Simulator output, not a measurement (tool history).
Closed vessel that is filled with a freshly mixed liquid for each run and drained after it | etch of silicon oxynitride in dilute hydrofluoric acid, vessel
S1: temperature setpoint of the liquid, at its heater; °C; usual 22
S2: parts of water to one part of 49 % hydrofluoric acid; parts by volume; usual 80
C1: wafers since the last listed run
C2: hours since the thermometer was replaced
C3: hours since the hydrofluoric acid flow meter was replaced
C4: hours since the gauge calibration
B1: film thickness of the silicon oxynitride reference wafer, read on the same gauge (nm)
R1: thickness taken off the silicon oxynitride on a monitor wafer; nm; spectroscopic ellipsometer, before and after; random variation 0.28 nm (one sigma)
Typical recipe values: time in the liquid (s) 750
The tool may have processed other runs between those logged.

run 1 hour=0 | S1=22 S2=80 time_in_the_liquid_(s)=750 | C1=0 C2=418.1 C3=1142.3 C4=1059.5 | B1=110 | R1=33.76
run 2 hour=25.3 | S1=22 S2=80 time_in_the_liquid_(s)=750 | C1=1214 C2=443.4 C3=1167.6 C4=1084.8 | B1=110.04 | R1=34.95
run 3 hour=79.7 | S1=22 S2=80 time_in_the_liquid_(s)=750 | C1=2610 C2=497.8 C3=1222 C4=1139.2 | B1=110.01 | R1=34.37
run 4 hour=122.7 | S1=22 S2=80 time_in_the_liquid_(s)=750 | C1=2063 C2=540.8 C3=1265 C4=1182.2 | B1=109.98 | R1=34.07
run 5 hour=154.4 | S1=22 S2=80 time_in_the_liquid_(s)=750 | C1=1521 C2=572.5 C3=1296.7 C4=1213.9 | B1=110.02 | R1=34.26
run 6 hour=199.1 | S1=25 S2=80 time_in_the_liquid_(s)=750 | C1=2145 C2=617.2 C3=1341.4 C4=1258.6 | B1=109.99 | R1=40.13
run 7 hour=233.6 | S1=25 S2=80 time_in_the_liquid_(s)=750 | C1=1655 C2=651.7 C3=1375.9 C4=1293.1 | B1=110.01 | R1=39.65
run 8 hour=265.3 | S1=22 S2=80 time_in_the_liquid_(s)=1035 | C1=1521 C2=683.4 C3=1407.6 C4=1324.8 | B1=110.01 | R1=47.66
-- hour=288.3 gauge calibrated
-- hour=297.7 thermometer replaced
run 9 hour=318.4 | S1=22 S2=80 time_in_the_liquid_(s)=750 | C1=2500 C2=20.7 C3=1460.7 C4=30.1 | B1=109.99 | R1=32.93
run 10 hour=349.7 | S1=22 S2=80 time_in_the_liquid_(s)=750 | C1=1502 C2=52 C3=1492 C4=61.4 | B1=109.98 | R1=32.99
run 11 hour=557.3 | S1=22 S2=80 time_in_the_liquid_(s)=750 | C1=9962 C2=259.6 C3=1699.6 C4=269 | B1=109.99 | R1=32.97
-- hour=600.3 hydrofluoric acid flow meter replaced
run 12 hour=601.8 | S1=22 S2=80 time_in_the_liquid_(s)=750 | C1=2087 C2=304.1 C3=1.5 C4=313.5 | B1=110 | R1=35.4
run 13 hour=658.8 | S1=22 S2=80 time_in_the_liquid_(s)=750 | C1=2735 C2=361.1 C3=58.5 C4=370.5 | B1=110.05 | R1=35.75
run 14 hour=722.8 | S1=22 S2=80 time_in_the_liquid_(s)=750 | C1=3071 C2=425.1 C3=122.5 C4=434.5 | B1=109.98 | R1=35.55
run 15 hour=790.7 | S1=22 S2=80 time_in_the_liquid_(s)=750 | C1=3258 C2=493 C3=190.4 C4=502.4 | B1=110.04 | R1=35.64
run 16 hour=815.7 | S1=22 S2=45 time_in_the_liquid_(s)=750 | C1=1199 C2=518 C3=215.4 C4=527.4 | B1=109.99 | R1=67.21
run 17 hour=848.1 | S1=26 S2=80 time_in_the_liquid_(s)=750 | C1=1554 C2=550.4 C3=247.8 C4=559.8 | B1=109.99 | R1=43.54
-- hour=883.1 thermometer replaced
run 18 hour=906.7 | S1=22 S2=80 time_in_the_liquid_(s)=750 | C1=2764 C2=23.6 C3=306.4 C4=618.4 | B1=109.98 | R1=34.51
run 19 hour=971.3 | S1=22 S2=80 time_in_the_liquid_(s)=750 | C1=3100 C2=88.2 C3=371 C4=683 | B1=110.03 | R1=34.06
run 20 hour=1004.9 | S1=22 S2=55 time_in_the_liquid_(s)=920 | C1=1612 C2=121.8 C3=404.6 C4=716.6 | B1=110.02 | R1=62.94
run 21 hour=1042.4 | S1=22 S2=80 time_in_the_liquid_(s)=1040 | C1=1799 C2=159.3 C3=442.1 C4=754.1 | B1=110 | R1=47.93
run 22 hour=1111.2 | S1=22 S2=55 time_in_the_liquid_(s)=750 | C1=3301 C2=228.1 C3=510.9 C4=822.9 | B1=109.98 | R1=50.78
run 23 hour=1143.5 | S1=22 S2=80 time_in_the_liquid_(s)=750 | C1=1550 C2=260.4 C3=543.2 C4=855.2 | B1=109.98 | R1=34.82
run 24 hour=1181.1 | S1=18.5 S2=45 time_in_the_liquid_(s)=750 | C1=1804 C2=298 C3=580.8 C4=892.8 | B1=110.03 | R1=52.61
run 25 hour=1246.4 | S1=17 S2=60 time_in_the_liquid_(s)=600 | C1=3133 C2=363.3 C3=646.1 C4=958.1 | B1=110 | R1=29.39
run 26 hour=1285.4 | S1=22 S2=80 time_in_the_liquid_(s)=750 | C1=1871 C2=402.3 C3=685.1 C4=997.1 | B1=109.99 | R1=35.02
run 27 hour=1317.4 | S1=20 S2=80 time_in_the_liquid_(s)=985 | C1=1535 C2=434.3 C3=717.1 C4=1029.1 | B1=109.98 | R1=41.7
run 28 hour=1369 | S1=26 S2=110 time_in_the_liquid_(s)=505 | C1=2476 C2=485.9 C3=768.7 C4=1080.7 | B1=110.03 | R1=19.81
-- hour=1403.7 gauge calibrated
run 29 hour=1434.5 | S1=20.5 S2=65 time_in_the_liquid_(s)=450 | C1=3143 C2=551.4 C3=834.2 C4=30.8 | B1=109.95 | R1=24.39
run 30 hour=1470.7 | S1=20 S2=80 time_in_the_liquid_(s)=750 | C1=1737 C2=587.6 C3=870.4 C4=67 | B1=110.07 | R1=31.68
run 31 hour=1540.7 | S1=18 S2=80 time_in_the_liquid_(s)=750 | C1=3359 C2=657.6 C3=940.4 C4=137 | B1=109.98 | R1=29.49
run 32 hour=1565.7 | S1=22 S2=115 time_in_the_liquid_(s)=990 | C1=1199 C2=682.6 C3=965.4 C4=162 | B1=109.99 | R1=31.69
-- hour=1594.6 thermometer replaced
run 33 hour=1625.7 | S1=22 S2=60 time_in_the_liquid_(s)=750 | C1=2831 C2=31.1 C3=1025.4 C4=222 | B1=110 | R1=44.8

Alternative continuations, all from the tool just after run 33; predict every row:
run A hour=1626.6 | S1=22 S2=80 time_in_the_liquid_(s)=555 | C1=43 C2=32 C3=1026.3 C4=222.9 | B1=? | R1=?
run B hour=1626.6 | S1=22 S2=80 time_in_the_liquid_(s)=605 | C1=43 C2=32 C3=1026.3 C4=222.9 | B1=? | R1=?
run C hour=1626.6 | S1=20.5 S2=80 time_in_the_liquid_(s)=990 | C1=43 C2=32 C3=1026.3 C4=222.9 | B1=? | R1=?

run=A B1=110 R1=24.43
run=B B1=110 R1=26.63
run=C B1=110 R1=40.5
Without the tool's unlogged condition, the same runs would have read:
run=A R1=25.41
run=B R1=27.69
run=C R1=42.11
